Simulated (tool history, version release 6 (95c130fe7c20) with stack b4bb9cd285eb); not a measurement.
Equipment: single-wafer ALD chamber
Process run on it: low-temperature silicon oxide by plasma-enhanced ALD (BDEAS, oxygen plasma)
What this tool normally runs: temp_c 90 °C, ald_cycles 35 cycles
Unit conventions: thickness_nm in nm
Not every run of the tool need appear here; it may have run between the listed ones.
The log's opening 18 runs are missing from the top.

run	hour	temp_c	ald_cycles	wafers since the last listed run	hours since the last thermocouple change	hours since the gauge calibration	read-back reference wafer on the same gauge, thickness_nm	thickness_nm
19	557.6	90	35	121	22.7	63.4	4.704	4.711
20	636.4	76	35	432	101.5	142.2	4.697	4.887
21	652.1	98	35	86	117.2	157.9	4.699	4.636
22	667.0	96	41	81	132.1	172.8	4.703	5.421
23	691.1	96	30	132	156.2	196.9	4.705	3.966
24	719.3	90	38	154	184.4	225.1	4.698	5.087
25	750.0	103	41	168	215.1	255.8	4.705	5.318
26	776.0	90	35	142	241.1	281.8	4.699	4.692
27	790.3	104	35	78	255.4	296.1	4.698	4.533
28	822.7	98	32	178	287.8	328.5	4.702	4.198
29	843.8	100	33	115	308.9	349.6	4.699	4.302
30	909.1	77	29	358	374.2	414.9	4.703	4.090
31	927.4	95	42	100	392.5	433.2	4.695	5.539
32	962.3	90	35	191	427.4	468.1	4.702	4.739
33	998.0	90	35	196	463.1	503.8	4.703	4.687
34	1019.0	103	40	115	484.1	524.8	4.696	5.169
35	1051.2	90	35	176	516.3	557.0	4.708	4.698
36	1071.2	103	39	109	536.3	577.0	4.700	5.025
37	1106.9	81	35	196	572.0	612.7	4.697	4.852
38	1137.3	90	35	167	602.4	643.1	4.700	4.698
39	1167.2	90	32	164	632.3	673.0	4.700	4.330

Alternative continuations, all from the tool just after run 39; predict every row:
A	1167.7	79	35	2	632.8	673.5	?	?
B	1167.7	81	33	2	632.8	673.5	?	?
C	1167.7	77	38	2	632.8	673.5	?	?
D	1167.7	105	40	2	632.8	673.5	?	?
E	1167.7	99	35	2	632.8	673.5	?	?

run	read-back reference wafer on the same gauge, thickness_nm	thickness_nm
A	4.701	4.866
B	4.701	4.561
C	4.701	5.315
D	4.701	5.162
E	4.701	4.577
Stripped of hidden state, with their random variation kept, the same runs would have yielded:
run	thickness_nm
A	4.866
B	4.561
C	5.315
D	5.162
E	4.577
